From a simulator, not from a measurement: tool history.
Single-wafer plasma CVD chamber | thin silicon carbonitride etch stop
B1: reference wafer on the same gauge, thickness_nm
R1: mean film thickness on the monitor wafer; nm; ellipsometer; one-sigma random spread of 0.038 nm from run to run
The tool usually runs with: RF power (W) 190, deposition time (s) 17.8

{"run": 1, "day": 0.0, "RF power (W)": 190, "deposition time (s)": 17.8, "B1": 10.002, "R1": 9.837}
{"run": 2, "day": 1.117, "RF power (W)": 190, "deposition time (s)": 17.8, "B1": 9.992, "R1": 9.833}
{"run": 3, "day": 2.275, "RF power (W)": 190, "deposition time (s)": 17.8, "B1": 9.997, "R1": 9.802}
{"run": 4, "day": 3.496, "RF power (W)": 190, "deposition time (s)": 17.8, "B1": 10.0, "R1": 9.844}
{"run": 5, "day": 4.588, "RF power (W)": 190, "deposition time (s)": 19.0, "B1": 10.0, "R1": 10.502}
{"run": 6, "day": 5.912, "RF power (W)": 190, "deposition time (s)": 19.0, "B1": 10.003, "R1": 10.466}
{"run": 7, "day": 6.504, "RF power (W)": 160, "deposition time (s)": 17.8, "B1": 10.006, "R1": 9.205}
{"run": 8, "day": 7.804, "RF power (W)": 160, "deposition time (s)": 17.8, "B1": 9.995, "R1": 9.222}
{"run": 9, "day": 9.175, "RF power (W)": 160, "deposition time (s)": 17.8, "B1": 9.999, "R1": 9.24}
{"run": 10, "day": 10.088, "RF power (W)": 205, "deposition time (s)": 17.8, "B1": 10.001, "R1": 10.194}
{"day": 10.558, "done": "showerhead replaced, of another model than before"}
{"run": 11, "day": 10.875, "RF power (W)": 190, "deposition time (s)": 17.8, "B1": 9.996, "R1": 9.626}
{"run": 12, "day": 12.033, "RF power (W)": 190, "deposition time (s)": 17.8, "B1": 9.995, "R1": 9.598}
{"run": 13, "day": 12.825, "RF power (W)": 190, "deposition time (s)": 17.8, "B1": 9.996, "R1": 9.714}
{"run": 14, "day": 15.904, "RF power (W)": 190, "deposition time (s)": 17.8, "B1": 10.006, "R1": 9.652}
{"day": 16.354, "done": "RF generator calibrated"}
{"run": 15, "day": 17.3, "RF power (W)": 190, "deposition time (s)": 17.8, "B1": 10.0, "R1": 10.091}
{"run": 16, "day": 18.412, "RF power (W)": 190, "deposition time (s)": 17.8, "B1": 10.003, "R1": 10.114}
{"run": 17, "day": 19.554, "RF power (W)": 190, "deposition time (s)": 17.8, "B1": 10.003, "R1": 9.992}
{"run": 18, "day": 20.908, "RF power (W)": 150, "deposition time (s)": 16.8, "B1": 9.994, "R1": 8.118}
{"run": 19, "day": 21.858, "RF power (W)": 180, "deposition time (s)": 17.8, "B1": 10.004, "R1": 9.711}
{"run": 20, "day": 23.175, "RF power (W)": 175, "deposition time (s)": 17.8, "B1": 10.004, "R1": 9.504}
{"run": 21, "day": 26.075, "RF power (W)": 180, "deposition time (s)": 16.7, "B1": 9.998, "R1": 9.112}
{"run": 22, "day": 27.554, "RF power (W)": 155, "deposition time (s)": 20.0, "B1": 10.003, "R1": 9.85}
{"run": 23, "day": 28.362, "RF power (W)": 155, "deposition time (s)": 15.5, "B1": 10.0, "R1": 7.579}
{"day": 29.238, "done": "thermocouple changed; heater temperature recalibrated"}
{"day": 29.438, "done": "gauge calibrated"}
{"run": 24, "day": 29.825, "RF power (W)": 160, "deposition time (s)": 17.8, "B1": 10.004, "R1": 8.894}
{"run": 25, "day": 30.888, "RF power (W)": 180, "deposition time (s)": 16.7, "B1": 9.997, "R1": 8.958}
{"run": 26, "day": 31.892, "RF power (W)": 160, "deposition time (s)": 17.8, "B1": 10.0, "R1": 8.86}
{"run": 27, "day": 32.504, "RF power (W)": 215, "deposition time (s)": 17.8, "B1": 9.998, "R1": 10.598}
{"run": 28, "day": 33.796, "RF power (W)": 225, "deposition time (s)": 17.8, "B1": 10.005, "R1": 10.798}
{"run": 29, "day": 34.896, "RF power (W)": 215, "deposition time (s)": 20.2, "B1": 10.002, "R1": 12.008}
{"run": 30, "day": 35.783, "RF power (W)": 190, "deposition time (s)": 17.8, "B1": 9.998, "R1": 9.85}
{"run": 31, "day": 36.346, "RF power (W)": 200, "deposition time (s)": 14.3, "B1": 10.005, "R1": 8.102}
{"run": 32, "day": 36.975, "RF power (W)": 190, "deposition time (s)": 17.8, "B1": 10.0, "R1": 9.826}
{"run": 33, "day": 38.283, "RF power (W)": 210, "deposition time (s)": 17.8, "B1": 9.994, "R1": 10.354}
{"run": 34, "day": 39.475, "RF power (W)": 220, "deposition time (s)": 17.8, "B1": 10.003, "R1": 10.657}
{"run": 35, "day": 40.338, "RF power (W)": 190, "deposition time (s)": 19.0, "B1": 9.998, "R1": 10.491}
{"run": 36, "day": 41.679, "RF power (W)": 190, "deposition time (s)": 15.0, "B1": 10.0, "R1": 8.25}

Consider 3 possible next runs. They are alternatives, not a sequence: every one starts from the tool as it was left by run 36. What does each give?
{"run": "A", "day": 41.696, "RF power (W)": 190, "deposition time (s)": 17.8, "B1": "?", "R1": "?"}
{"run": "B", "day": 41.696, "RF power (W)": 190, "deposition time (s)": 14.3, "B1": "?", "R1": "?"}
{"run": "C", "day": 41.696, "RF power (W)": 190, "deposition time (s)": 20.8, "B1": "?", "R1": "?"}

run=A B1=10.003 R1=9.777
run=B B1=10.003 R1=7.855
run=C B1=10.003 R1=11.425
Without the tool's hidden state the same runs would have given:
run=A R1=10.147
run=B R1=8.152
run=C R1=11.857
